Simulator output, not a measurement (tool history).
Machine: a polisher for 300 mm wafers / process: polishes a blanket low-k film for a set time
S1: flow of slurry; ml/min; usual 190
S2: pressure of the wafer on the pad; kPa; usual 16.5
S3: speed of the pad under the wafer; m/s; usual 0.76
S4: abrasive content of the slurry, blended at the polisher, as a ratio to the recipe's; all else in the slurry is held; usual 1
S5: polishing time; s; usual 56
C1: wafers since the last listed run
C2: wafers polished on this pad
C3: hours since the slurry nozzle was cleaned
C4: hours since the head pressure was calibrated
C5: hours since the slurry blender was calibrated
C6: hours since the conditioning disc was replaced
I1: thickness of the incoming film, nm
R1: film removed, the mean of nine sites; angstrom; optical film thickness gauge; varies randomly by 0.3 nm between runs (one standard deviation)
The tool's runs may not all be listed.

run	hour	S1	S2	S3	S4	S5	C1	C2	C3	C4	C5	C6	I1	R1
1	0	190	13.1	0.76	1	56	0	5478	401.5	488.4	353.3	498.5	740.6	176
2	36.4	190	16.5	0.76	1	56	493	5971	437.9	524.8	389.7	534.9	734.2	191
3	91.6	220	21.4	0.96	0.9	56	748	6720	493.1	580	444.9	590.1	733.2	227
# hour 142.7: conditioning disc replaced and pad reconditioned
4	156.2	165	16.5	0.56	1	73	848	7569	557.7	644.6	509.5	13.5	739.1	225
5	202.3	165	16.5	0.76	1	62	625	8194	603.8	690.7	555.6	59.6	738.7	218
# hour 244.3: slurry nozzle cleaned
6	261.8	190	16.5	0.76	0.7	56	793	8987	17.5	750.2	615.1	119.1	724.7	174
# hour 334.5: head pressure recalibrated
7	416.8	190	12.4	0.88	1.15	56	2074	11061	172.5	82.3	770.1	274.1	734.2	201
# hour 424.8: worn pad replaced by a new one
# hour 459.8: slurry blender recalibrated
8	474.2	145	16.5	0.76	1.15	56	696	642	229.9	139.7	14.4	331.5	734.5	206
9	529.5	190	16.5	0.76	1	56	749	1392	285.2	195	69.7	386.8	731.8	198
10	618.4	190	16.5	0.76	1	43	1205	2597	374.1	283.9	158.6	475.7	735.4	148
11	716.8	190	16.5	0.76	1	56	1334	3931	472.5	382.3	257	574.1	733.1	189
12	779.1	190	16.5	0.76	1	56	844	4776	534.8	444.6	319.3	636.4	740.1	187
# hour 799.6: conditioning disc replaced and pad reconditioned
13	837.2	210	21.4	0.76	1	56	760	5537	592.9	502.7	377.4	37.6	728.8	221
14	904.7	190	16.5	0.76	1	56	915	6452	660.4	570.2	444.9	105.1	725.7	194
# hour 929.4: slurry nozzle cleaned
15	951.7	130	16.5	1	0.8	43	623	7076	22.3	617.2	491.9	152.1	724.2	151
16	1055.6	165	16.5	0.76	1	69	1408	8484	126.2	721.1	595.8	256	740.4	242

For run 17, what comes out?
# hour 1067.5: worn pad replaced by a new one
# hour 1083.1: head pressure recalibrated
17	1198	190	16.5	0.94	1	56	1849	1742	268.6	114.9	738.2	398.4	737.8	?

{"run 17": {"R1": 213}}
If the tool had no hidden condition, the same run with the same run-to-run variation would have returned R1 231 angstrom.
